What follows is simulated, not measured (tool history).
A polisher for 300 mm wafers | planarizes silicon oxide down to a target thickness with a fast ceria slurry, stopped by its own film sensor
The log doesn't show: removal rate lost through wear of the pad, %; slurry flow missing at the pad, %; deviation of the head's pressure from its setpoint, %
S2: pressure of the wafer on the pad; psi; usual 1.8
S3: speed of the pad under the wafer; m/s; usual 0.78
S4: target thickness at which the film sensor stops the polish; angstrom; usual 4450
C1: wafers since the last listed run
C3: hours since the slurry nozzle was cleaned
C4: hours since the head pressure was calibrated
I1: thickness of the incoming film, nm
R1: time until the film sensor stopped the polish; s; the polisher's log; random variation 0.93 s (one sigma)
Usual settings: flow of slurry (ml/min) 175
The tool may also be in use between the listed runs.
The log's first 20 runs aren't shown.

{"run": 21, "hour": 1591.0, "flow of slurry (ml/min)": 175, "S2": 1.8, "S3": 0.78, "S4": 4450, "C1": 409, "wafers polished on this pad": 2041, "C3": 203.1, "C4": 81.9, "I1": 1221.8, "R1": 83.4}
{"run": 22, "hour": 1629.5, "flow of slurry (ml/min)": 230, "S2": 1.8, "S3": 0.78, "S4": 5160, "C1": 370, "wafers polished on this pad": 2412, "C3": 241.6, "C4": 120.4, "I1": 1195.4, "R1": 70.4}
{"run": 23, "hour": 1674.6, "flow of slurry (ml/min)": 205, "S2": 2.3, "S3": 0.64, "S4": 4450, "C1": 434, "wafers polished on this pad": 2846, "C3": 286.7, "C4": 165.5, "I1": 1204.3, "R1": 76.9}
{"run": 24, "hour": 1713.7, "flow of slurry (ml/min)": 175, "S2": 1.8, "S3": 0.96, "S4": 4450, "C1": 376, "wafers polished on this pad": 3223, "C3": 325.8, "C4": 204.6, "I1": 1174.5, "R1": 63.0}
{"run": 25, "hour": 1770.9, "flow of slurry (ml/min)": 130, "S2": 1.4, "S3": 0.78, "S4": 4450, "C1": 550, "wafers polished on this pad": 3774, "C3": 383.0, "C4": 261.8, "I1": 1185.2, "R1": 109.8}
{"run": 26, "hour": 1827.3, "flow of slurry (ml/min)": 225, "S2": 1.8, "S3": 0.9, "S4": 4450, "C1": 543, "wafers polished on this pad": 4317, "C3": 439.4, "C4": 318.2, "I1": 1184.8, "R1": 66.9}
{"run": 27, "hour": 1923.4, "flow of slurry (ml/min)": 175, "S2": 1.8, "S3": 0.7, "S4": 4450, "C1": 925, "wafers polished on this pad": 5243, "C3": 535.5, "C4": 414.3, "I1": 1219.3, "R1": 92.6}
{"hour": 1940.7, "done": "worn pad replaced by a new one"}
{"run": 28, "hour": 1983.0, "flow of slurry (ml/min)": 175, "S2": 1.8, "S3": 0.78, "S4": 4450, "C1": 535, "wafers polished on this pad": 407, "C3": 595.1, "C4": 473.9, "I1": 1199.1, "R1": 81.4}
{"hour": 1997.4, "done": "slurry nozzle cleaned"}
{"run": 29, "hour": 2050.3, "flow of slurry (ml/min)": 140, "S2": 2.2, "S3": 0.78, "S4": 4450, "C1": 638, "wafers polished on this pad": 1045, "C3": 52.9, "C4": 541.2, "I1": 1185.9, "R1": 67.1}
{"run": 30, "hour": 2097.9, "flow of slurry (ml/min)": 175, "S2": 2.2, "S3": 0.86, "S4": 4450, "C1": 458, "wafers polished on this pad": 1504, "C3": 100.5, "C4": 588.8, "I1": 1183.7, "R1": 58.3}
{"run": 31, "hour": 2184.6, "flow of slurry (ml/min)": 145, "S2": 1.5, "S3": 0.98, "S4": 7030, "C1": 835, "wafers polished on this pad": 2339, "C3": 187.2, "C4": 675.5, "I1": 1198.1, "R1": 50.4}
{"run": 32, "hour": 2261.4, "flow of slurry (ml/min)": 175, "S2": 2.3, "S3": 1.04, "S4": 2790, "C1": 739, "wafers polished on this pad": 3079, "C3": 264.0, "C4": 752.3, "I1": 1200.5, "R1": 57.5}
{"run": 33, "hour": 2358.2, "flow of slurry (ml/min)": 175, "S2": 1.5, "S3": 0.78, "S4": 2760, "C1": 932, "wafers polished on this pad": 4011, "C3": 360.8, "C4": 849.1, "I1": 1202.1, "R1": 117.5}
{"run": 34, "hour": 2403.0, "flow of slurry (ml/min)": 175, "S2": 1.8, "S3": 0.78, "S4": 4450, "C1": 431, "wafers polished on this pad": 4443, "C3": 405.6, "C4": 893.9, "I1": 1199.2, "R1": 78.0}
{"hour": 2411.8, "done": "head pressure recalibrated"}
{"hour": 2437.0, "done": "worn pad replaced by a new one"}
{"run": 35, "hour": 2465.1, "flow of slurry (ml/min)": 145, "S2": 1.3, "S3": 0.78, "S4": 4450, "C1": 540, "wafers polished on this pad": 270, "C3": 467.7, "C4": 53.3, "I1": 1176.0, "R1": 112.1}
{"run": 36, "hour": 2561.9, "flow of slurry (ml/min)": 175, "S2": 1.8, "S3": 0.78, "S4": 4450, "C1": 932, "wafers polished on this pad": 1203, "C3": 564.5, "C4": 150.1, "I1": 1210.7, "R1": 82.3}

Forecast each of these 5 alternatives for the next run:
{"run": "A", "hour": 2562.4, "flow of slurry (ml/min)": 175, "S2": 2.0, "S3": 0.78, "S4": 4450, "C1": 4, "wafers polished on this pad": 1207, "C3": 565.0, "C4": 150.6, "I1": 1187.4, "R1": "?"}
{"run": "B", "hour": 2562.4, "flow of slurry (ml/min)": 175, "S2": 1.8, "S3": 0.64, "S4": 4450, "C1": 4, "wafers polished on this pad": 1207, "C3": 565.0, "C4": 150.6, "I1": 1187.4, "R1": "?"}
{"run": "C", "hour": 2562.4, "flow of slurry (ml/min)": 175, "S2": 1.8, "S3": 0.62, "S4": 3510, "C1": 4, "wafers polished on this pad": 1207, "C3": 565.0, "C4": 150.6, "I1": 1187.4, "R1": "?"}
{"run": "D", "hour": 2562.4, "flow of slurry (ml/min)": 205, "S2": 1.8, "S3": 0.78, "S4": 3330, "C1": 4, "wafers polished on this pad": 1207, "C3": 565.0, "C4": 150.6, "I1": 1187.4, "R1": "?"}
{"run": "E", "hour": 2562.4, "flow of slurry (ml/min)": 175, "S2": 1.5, "S3": 0.52, "S4": 2600, "C1": 4, "wafers polished on this pad": 1207, "C3": 565.0, "C4": 150.6, "I1": 1187.4, "R1": "?"}

run=A R1=71.2
run=B R1=96.4
run=C R1=112.1
run=D R1=89.0
run=E R1=177.9
Without the tool's hidden state the same runs would have given:
run=A R1=71.2
run=B R1=96.4
run=C R1=112.1
run=D R1=89.0
run=E R1=177.9
